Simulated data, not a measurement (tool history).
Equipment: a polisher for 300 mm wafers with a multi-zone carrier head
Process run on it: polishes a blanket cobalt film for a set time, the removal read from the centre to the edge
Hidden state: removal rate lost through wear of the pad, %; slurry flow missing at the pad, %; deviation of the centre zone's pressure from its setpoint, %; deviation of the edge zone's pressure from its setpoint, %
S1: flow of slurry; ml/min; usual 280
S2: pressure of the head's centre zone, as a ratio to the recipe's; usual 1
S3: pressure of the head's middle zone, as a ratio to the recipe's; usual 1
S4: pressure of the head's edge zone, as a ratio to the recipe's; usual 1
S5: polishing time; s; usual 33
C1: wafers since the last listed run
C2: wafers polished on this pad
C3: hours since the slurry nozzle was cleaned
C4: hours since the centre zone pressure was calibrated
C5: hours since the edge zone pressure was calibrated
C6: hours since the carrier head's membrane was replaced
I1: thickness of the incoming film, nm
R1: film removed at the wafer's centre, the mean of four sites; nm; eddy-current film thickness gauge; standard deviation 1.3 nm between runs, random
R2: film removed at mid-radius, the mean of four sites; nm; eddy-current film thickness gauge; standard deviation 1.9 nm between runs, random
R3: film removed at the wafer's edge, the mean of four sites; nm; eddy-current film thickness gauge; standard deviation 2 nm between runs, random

run	day	S1	S2	S3	S4	S5	C1	C2	C3	C4	C5	C6	I1	R1	R2	R3
1	0	280	1.06	1	1	33	0	1648	230.5	341.1	32.7	975.4	699	167.9	158.1	152.1
2	1.633	280	1.06	1	1	33	654	2302	269.7	380.3	71.9	1014.6	699.1	166.7	159.5	157.9
3	4.021	280	1.06	1	1	33	956	3259	327	437.6	129.2	1071.9	678.2	168.5	160.3	156
# day 4.233: centre zone pressure recalibrated
# day 5.917: slurry nozzle cleaned
4	6.538	280	1	1	1	33	958	4217	14.9	55.3	189.6	1132.3	697.2	156.4	159.6	155
# day 7.504: worn pad replaced by a new one
5	8.442	280	1	1	1	33	696	375	60.6	101	235.3	1178	701.2	158.1	157.5	155.1
6	9.775	280	1	1	1	33	534	909	92.6	133	267.3	1210	692.8	157	157.3	158.7
7	11.238	375	0.95	1	0.93	33	586	1495	127.7	168.1	302.4	1245.1	697.1	155.9	167.9	155.1
8	13.325	280	1	1	1	33	836	2332	177.8	218.2	352.5	1295.2	699.6	158.3	158.7	155.7
9	15.367	365	1	0.96	1	39	818	3150	226.8	267.2	401.5	1344.2	692	193.7	190.1	193.5
10	16.596	280	1	1	1	33	492	3643	256.3	296.7	431	1373.7	695.4	159.8	160.4	157.8
# day 18.104: slurry nozzle cleaned
11	19.275	280	1	1	0.96	37	1057	4700	28.1	361	495.3	1438	690.7	176.8	179	172.1
# day 21.038: worn pad replaced by a new one
12	21.058	280	0.93	1	1.07	33	647	8	70.9	403.8	538.1	1480.8	689.3	146.8	162.3	163.8
# day 22.088: edge zone pressure recalibrated
# day 23.6: carrier head's membrane replaced by a new one
13	23.625	280	0.96	0.96	1	33	911	919	132.5	465.4	36.9	0.6	693.7	150.9	156.1	157.7
# day 25.479: centre zone pressure recalibrated
14	26.312	345	1	0.9	1	33	1043	1963	197	20	101.4	65.1	700.4	161.6	149.6	158.2
15	27.367	280	0.94	1	1	33	422	2385	222.3	45.3	126.7	90.4	700.7	148.2	156.3	154
16	29.704	280	0.93	1	1	33	936	3322	278.4	101.4	182.8	146.5	682.9	146.6	157.7	160
# day 30.292: slurry nozzle cleaned
17	32.412	210	1	1	1.04	33	1068	4391	50.9	166.4	247.8	211.5	695	150.9	152	159.5
18	34.567	320	1	0.97	1.09	33	863	5254	102.6	218.1	299.5	263.2	685.9	160.6	156.5	169.7
# day 34.779: worn pad replaced by a new one
19	37.383	280	1	1	1	33	1062	1043	170.2	285.7	367.1	330.8	695.1	157.9	160.7	155.3
20	39.617	340	1.05	1	1	25	895	1938	223.8	339.3	420.7	384.4	690.6	127.8	121.6	122
21	41.867	280	0.96	0.96	1	33	901	2840	277.8	393.3	474.7	438.4	690.5	152.6	154.5	157
# day 43.775: centre zone pressure recalibrated
22	43.938	375	1.09	0.97	1	33	796	3637	327.5	3.9	524.4	488.1	688.2	176.9	163.2	159.1

Consider 4 possible next runs. They are alternatives, not a sequence: every one starts from the tool as it was left by run 22. What does each give?
A	43.954	280	1	1	1	33	6	3643	327.9	4.3	524.8	488.5	694.3	?	?	?
B	43.954	280	1	1.1	1	37	6	3643	327.9	4.3	524.8	488.5	694.3	?	?	?
C	43.954	280	1.05	1	1.11	33	6	3643	327.9	4.3	524.8	488.5	694.3	?	?	?
D	43.954	220	1.07	1	1.1	33	6	3643	327.9	4.3	524.8	488.5	694.3	?	?	?

run	R1	R2	R3
A	159.9	158.4	156.4
B	179.4	192.7	175.2
C	167.9	158.4	164.2
D	165.2	153.4	159.6
Without the tool's unlogged condition, the same runs would have read:
run	R1	R2	R3
A	159.9	158.4	156.4
B	179.4	192.7	175.2
C	167.9	158.4	164.2
D	165.2	153.4	159.6
